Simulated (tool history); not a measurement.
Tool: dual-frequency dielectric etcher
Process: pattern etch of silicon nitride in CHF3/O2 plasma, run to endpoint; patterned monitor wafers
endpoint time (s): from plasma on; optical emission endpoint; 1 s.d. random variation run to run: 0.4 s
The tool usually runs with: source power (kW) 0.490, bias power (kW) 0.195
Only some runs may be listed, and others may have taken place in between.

| run | hour | source power (kW) | bias power (kW) | incoming incoming film thickness, nm | endpoint time (s) |
|---|---|---|---|---|---|
| 1 | 0.0 | 0.490 | 0.195 | 73.4 | 51.4 |
| 2 | 7.9 | 0.490 | 0.195 | 73.3 | 51.0 |
| 3 | 19.0 | 0.490 | 0.195 | 73.6 | 51.9 |
| 4 | 34.9 | 0.490 | 0.195 | 73.0 | 50.6 |
| 5 | 49.3 | 0.490 | 0.195 | 73.0 | 50.7 |
| 6 | 59.5 | 0.490 | 0.195 | 73.2 | 51.1 |
|  | 74.8 | bias power generator calibrated |
| 7 | 75.3 | 0.490 | 0.176 | 73.3 | 52.3 |
| 8 | 82.6 | 0.490 | 0.195 | 72.7 | 50.4 |
|  | 102.8 | source power generator calibrated |
|  | 117.6 | upper electrode replaced |
|  | 120.3 | wet clean of the chamber |
| 9 | 120.8 | 0.390 | 0.225 | 72.7 | 53.3 |
| 10 | 121.2 | 0.600 | 0.195 | 73.0 | 47.0 |
| 11 | 121.5 | 0.490 | 0.195 | 73.3 | 51.5 |
| 12 | 130.5 | 0.530 | 0.163 | 73.7 | 52.2 |
| 13 | 144.8 | 0.440 | 0.221 | 73.1 | 50.8 |
| 14 | 156.4 | 0.490 | 0.229 | 72.5 | 47.9 |
| 15 | 171.5 | 0.490 | 0.195 | 73.1 | 50.8 |
| 16 | 180.0 | 0.490 | 0.195 | 73.2 | 50.8 |
| 17 | 191.5 | 0.430 | 0.154 | 72.6 | 56.3 |

Consider 5 possible next runs. They are alternatives, not a sequence: every one starts from the tool as it was left by run 17. What does each give?
| A | 191.9 | 0.490 | 0.195 | 72.3 | ? |
| B | 191.9 | 0.490 | 0.173 | 72.3 | ? |
| C | 191.9 | 0.370 | 0.164 | 72.3 | ? |
| D | 191.9 | 0.520 | 0.237 | 72.3 | ? |
| E | 191.9 | 0.390 | 0.180 | 72.3 | ? |

| run | endpoint time (s) |
|---|---|
| A | 50.3 |
| B | 52.0 |
| C | 58.7 |
| D | 46.4 |
| E | 56.1 |
Without the tool's hidden state the same runs would have given:
| run | endpoint time (s) |
|---|---|
| A | 50.3 |
| B | 52.0 |
| C | 58.7 |
| D | 46.4 |
| E | 56.1 |
